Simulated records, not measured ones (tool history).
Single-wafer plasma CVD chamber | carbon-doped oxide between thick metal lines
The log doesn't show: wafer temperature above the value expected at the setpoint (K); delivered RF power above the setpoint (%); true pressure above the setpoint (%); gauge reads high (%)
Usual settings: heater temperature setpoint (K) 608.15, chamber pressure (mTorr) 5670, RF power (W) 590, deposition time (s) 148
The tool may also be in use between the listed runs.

run     day  heater temperature setpoint (K)  chamber pressure (mTorr)  RF power (W)  deposition time (s)  wafers since the last listed run  hours since the last thermocouple change  hours since the last RF generator calibration  hours since the last manometer calibration  hours since the showerhead was replaced  hours since the gauge calibration  read-back reference wafer on the same gauge, thickness_nm  mean film thickness on the monitor wafer (nm)
  1       0                           608.15                      5670           590                  141                                 0                                    2216.7                                         1835.8                                      1363.7                                   7623.7                              316.8                                                   1098.295                                        874.345
  2   0.521                           608.15                      5670           590                  141                               100                                    2229.2                                         1848.3                                      1376.2                                   7636.2                              329.3                                                   1097.794                                         876.21
  3   1.258                           608.15                      5670           590                  148                               142                                    2246.9                                           1866                                      1393.9                                   7653.9                                347                                                   1098.202                                        918.708
  4   1.971                           605.15                      5670           590                  170                               137                                      2264                                         1883.1                                        1411                                     7671                              364.1                                                    1097.13                                       1062.583
      2.588  -- capacitance manometer re-zeroed and calibrated
  5   2.667                           608.15                      5670           590                  134                                69                                    2280.7                                         1899.8                                         1.9                                   7687.7                              380.8                                                   1097.685                                        833.298
  6   3.308                           608.15                      5670           590                  134                               123                                    2296.1                                         1915.2                                        17.3                                   7703.1                              396.2                                                    1097.94                                        829.827
  7   3.942                           608.15                      5320           590                  131                               122                                    2311.3                                         1930.4                                        32.5                                   7718.3                              411.4                                                   1096.994                                        807.225
  8   4.267                           608.15                      5670           590                  148                                62                                    2319.1                                         1938.2                                        40.3                                   7726.1                              419.2                                                    1098.27                                        916.715
  9   4.883                           608.15                      5670           590                  148                               118                                    2333.9                                           1953                                        55.1                                   7740.9                                434                                                   1098.299                                        917.431
 10   5.542                           608.15                      5670           590                  148                               127                                    2349.7                                         1968.8                                        70.9                                   7756.7                              449.8                                                   1098.286                                        917.313
 11   7.375                           608.15                      5670           590                  139                               353                                    2393.7                                         2012.8                                       114.9                                   7800.7                              493.8                                                    1098.79                                        863.268
      7.958  -- RF generator calibrated
 12   8.117                           608.15                      5670           545                  148                                78                                    2411.5                                            3.8                                       132.7                                   7818.5                              511.6                                                   1097.915                                         864.42
 13   8.833                           620.15                      5670           590                  148                               138                                    2428.7                                             21                                       149.9                                   7835.7                              528.8                                                   1097.612                                        892.338
      9.446  -- showerhead replaced
     10.029  -- thermocouple changed; heater temperature recalibrated
     10.221  -- gauge calibrated
 14  10.588                           596.15                      4360           660                  148                               209                                      13.4                                           63.1                                         192                                     27.4                                8.8                                                   1098.587                                        998.676
 15  10.892                           608.15                      5670           590                  140                                58                                      20.7                                           70.4                                       199.3                                     34.7                               16.1                                                   1098.131                                        866.434
 16  11.354                           608.15                      5670           590                  167                                89                                      31.8                                           81.5                                       210.4                                     45.8                               27.2                                                   1097.587                                       1034.036
 17  11.792                           608.15                      6210           590                  161                                84                                      42.3                                             92                                       220.9                                     56.3                               37.7                                                    1097.85                                       1005.939
 18  12.058                           608.15                      5670           650                  148                                51                                      48.7                                           98.4                                       227.3                                     62.7                               44.1                                                   1097.753                                        986.853
 19  12.533                           608.15                      5670           590                  148                                91                                      60.1                                          109.8                                       238.7                                     74.1                               55.5                                                   1097.487                                         916.19
 20  13.025                           608.15                      5670           590                  129                                94                                      71.9                                          121.6                                       250.5                                     85.9                               67.3                                                   1097.816                                         799.44
 21  13.429                           608.15                      5670           590                  148                                77                                      81.6                                          131.3                                       260.2                                     95.6                                 77                                                   1097.937                                        917.086
 22  13.975                           597.15                      4340           590                  159                               105                                      94.7                                          144.4                                       273.3                                    108.7                               90.1                                                   1098.406                                        980.054
 23  14.275                           608.15                      5670           590                  139                                57                                     101.9                                          151.6                                       280.5                                    115.9                               97.3                                                   1098.026                                        860.118
 24  14.838                           608.15                      4430           590                  148                               108                                     115.4                                          165.1                                         294                                    129.4                              110.8                                                   1098.712                                        890.305
 25  15.108                           608.15                      5670           590                  171                                52                                     121.9                                          171.6                                       300.5                                    135.9                              117.3                                                   1097.784                                       1060.106
 26  15.629                           608.15                      5670           590                  162                               100                                     134.4                                          184.1                                         313                                    148.4                              129.8                                                   1097.937                                       1004.885
 27  16.304                           608.15                      5670           590                  148                               130                                     150.6                                          200.3                                       329.2                                    164.6                                146                                                    1098.04                                        918.773

Forecast each of these 5 alternatives for the next run:
  A  16.321                           608.15                      5670           590                  148                                 3                                       151                                          200.7                                       329.6                                      165                              146.4                                                          ?                                              ?
  B  16.321                           608.15                      4770           480                  148                                 3                                       151                                          200.7                                       329.6                                      165                              146.4                                                          ?                                              ?
  C  16.321                           608.15                      4990           590                  139                                 3                                       151                                          200.7                                       329.6                                      165                              146.4                                                          ?                                              ?
  D  16.321                           602.15                      6210           515                  148                                 3                                       151                                          200.7                                       329.6                                      165                              146.4                                                          ?                                              ?
  E  16.321                           608.15                      5670           590                  163                                 3                                       151                                          200.7                                       329.6                                      165                              146.4                                                          ?                                              ?

run  read-back reference wafer on the same gauge, thickness_nm  mean film thickness on the monitor wafer (nm)
  A                                                   1098.292                                         920.08
  B                                                   1098.292                                        753.865
  C                                                   1098.292                                        849.725
  D                                                   1098.292                                        844.436
  E                                                   1098.292                                       1012.991
Without the tool's hidden state the same runs would have given:
run  mean film thickness on the monitor wafer (nm)
  A                                         920.08
  B                                        753.865
  C                                        849.725
  D                                        844.436
  E                                       1012.991
